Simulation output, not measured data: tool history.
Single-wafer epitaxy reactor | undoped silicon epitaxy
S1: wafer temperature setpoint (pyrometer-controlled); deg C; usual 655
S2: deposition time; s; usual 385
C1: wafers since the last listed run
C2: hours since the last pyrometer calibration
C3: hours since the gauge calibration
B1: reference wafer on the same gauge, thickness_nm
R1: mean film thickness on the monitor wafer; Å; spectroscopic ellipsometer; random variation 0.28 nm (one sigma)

run 1 day=0.000 | S1=655 S2=385 | C1=0 C2=768.1 C3=196.5 | B1=76.635 | R1=797.47
run 2 day=1.350 | S1=655 S2=385 | C1=121 C2=800.5 C3=228.9 | B1=76.797 | R1=797.13
run 3 day=2.796 | S1=655 S2=385 | C1=130 C2=835.2 C3=263.6 | B1=76.895 | R1=800.94
run 4 day=5.729 | S1=645 S2=355 | C1=264 C2=905.6 C3=334.0 | B1=77.104 | R1=608.72
run 5 day=7.608 | S1=645 S2=355 | C1=169 C2=950.7 C3=379.1 | B1=77.293 | R1=609.74
run 6 day=9.758 | S1=655 S2=385 | C1=193 C2=1002.3 C3=430.7 | B1=77.425 | R1=804.04
run 7 day=11.917 | S1=655 S2=385 | C1=194 C2=1054.1 C3=482.5 | B1=77.414 | R1=801.22
run 8 day=13.408 | S1=660 S2=385 | C1=134 C2=1089.9 C3=518.3 | B1=77.454 | R1=885.82
run 9 day=15.775 | S1=655 S2=385 | C1=213 C2=1146.7 C3=575.1 | B1=77.536 | R1=806.09
run 10 day=18.121 | S1=655 S2=385 | C1=211 C2=1203.0 C3=631.4 | B1=77.591 | R1=809.14
run 11 day=20.008 | S1=660 S2=355 | C1=170 C2=1248.3 C3=676.7 | B1=77.663 | R1=819.63
run 12 day=21.088 | S1=655 S2=385 | C1=97 C2=1274.2 C3=702.6 | B1=77.654 | R1=808.90
run 13 day=23.379 | S1=655 S2=385 | C1=206 C2=1329.2 C3=757.6 | B1=77.647 | R1=811.53
run 14 day=25.812 | S1=645 S2=449 | C1=219 C2=1387.6 C3=816.0 | B1=77.725 | R1=774.37
-- day=26.254 gauge calibrated
run 15 day=27.038 | S1=644 S2=439 | C1=110 C2=1417.0 C3=18.8 | B1=75.334 | R1=721.23
-- day=27.500 pyrometer calibrated
run 16 day=29.971 | S1=642 S2=385 | C1=234 C2=59.3 C3=89.2 | B1=75.920 | R1=614.07
run 17 day=32.671 | S1=663 S2=429 | C1=243 C2=124.1 C3=154.0 | B1=76.409 | R1=1022.96
run 18 day=34.229 | S1=642 S2=436 | C1=140 C2=161.5 C3=191.4 | B1=76.487 | R1=700.59
run 19 day=35.942 | S1=668 S2=346 | C1=154 C2=202.6 C3=232.5 | B1=76.738 | R1=913.38
run 20 day=37.771 | S1=663 S2=343 | C1=164 C2=246.5 C3=276.4 | B1=76.850 | R1=830.06

Forecast each of these 3 alternatives for the next run:
run A day=37.792 | S1=655 S2=385 | C1=1 C2=247.0 C3=276.9 | B1=? | R1=?
run B day=37.792 | S1=655 S2=334 | C1=1 C2=247.0 C3=276.9 | B1=? | R1=?
run C day=37.792 | S1=655 S2=450 | C1=1 C2=247.0 C3=276.9 | B1=? | R1=?

run=A B1=76.857 R1=799.37
run=B B1=76.857 R1=693.48
run=C B1=76.857 R1=934.32
Without the tool's hidden state the same runs would have given:
run=A R1=785.26
run=B R1=681.24
run=C R1=917.84
